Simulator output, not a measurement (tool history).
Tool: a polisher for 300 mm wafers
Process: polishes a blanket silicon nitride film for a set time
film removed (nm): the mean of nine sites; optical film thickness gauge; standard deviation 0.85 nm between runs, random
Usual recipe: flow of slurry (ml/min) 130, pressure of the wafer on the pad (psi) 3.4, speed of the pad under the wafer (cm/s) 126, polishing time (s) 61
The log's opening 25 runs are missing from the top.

run     day  flow of slurry (ml/min)  pressure of the wafer on the pad (psi)  speed of the pad under the wafer (cm/s)  polishing time (s)  wafers since the last listed run  wafers polished on this pad  hours since the slurry nozzle was cleaned  hours since the head pressure was calibrated  incoming thickness of the incoming film, nm  film removed (nm)
 26  30.983                      130                                     3.4                                      126                  61                               167                         1799                                       97.1                                          81.9                                        415.2              113.7
 27  32.258                      130                                     3.4                                      126                  41                               325                         2125                                      127.7                                         112.5                                        420.6               74.9
 28   33.45                      130                                     3.4                                      126                  61                               304                         2429                                      156.3                                         141.1                                        420.2              110.7
     33.992  -- worn pad replaced by a new one
 29  34.379                      130                                     3.4                                      148                  45                               194                           98                                      178.6                                         163.4                                        422.4               99.1
     35.692  -- slurry nozzle cleaned
 30  35.767                      130                                     2.9                                      126                  61                               343                          442                                        1.8                                         196.7                                        419.3              101.2
 31  36.854                      130                                     3.4                                      126                  61                               277                          719                                       27.9                                         222.8                                        417.2              117.7
 32  37.362                      130                                     3.8                                      126                  61                               129                          849                                       40.1                                           235                                        411.6              131.7
 33  38.542                      130                                     3.4                                      126                  61                               300                         1150                                       68.4                                         263.3                                        424.8              116.1
     40.038  -- head pressure recalibrated
 34  40.225                      130                                     2.3                                      126                  44                               408                         1558                                      108.8                                           4.5                                        410.9                 57
 35  41.408                      165                                     2.2                                      126                  61                               301                         1860                                      137.2                                          32.9                                          420               76.7
 36  42.871                      130                                     3.4                                       84                  61                               373                         2233                                      172.3                                            68                                        417.5               82.4
     43.108  -- worn pad replaced by a new one
 37  44.229                      130                                     2.6                                      170                  41                               304                          285                                      204.9                                         100.6                                        422.5               76.4

Forecast each of these 4 alternatives for the next run:
  A  44.246                      155                                     3.4                                      126                  61                                 4                          289                                      205.3                                           101                                        420.4                  ?
  B  44.246                      130                                     4.1                                      126                  61                                 4                          289                                      205.3                                           101                                        420.4                  ?
  C  44.246                      130                                     2.9                                      126                  73                                 4                          289                                      205.3                                           101                                        420.4                  ?
  D  44.246                      130                                     3.4                                      126                  44                                 4                          289                                      205.3                                           101                                        420.4                  ?

run  film removed (nm)
  A              119.1
  B                140
  C              119.5
  D               84.1
Take away the tool's hidden state, keep each run's random variation, and the runs would have read:
run  film removed (nm)
  A              119.3
  B              140.4
  C              119.8
  D               84.3

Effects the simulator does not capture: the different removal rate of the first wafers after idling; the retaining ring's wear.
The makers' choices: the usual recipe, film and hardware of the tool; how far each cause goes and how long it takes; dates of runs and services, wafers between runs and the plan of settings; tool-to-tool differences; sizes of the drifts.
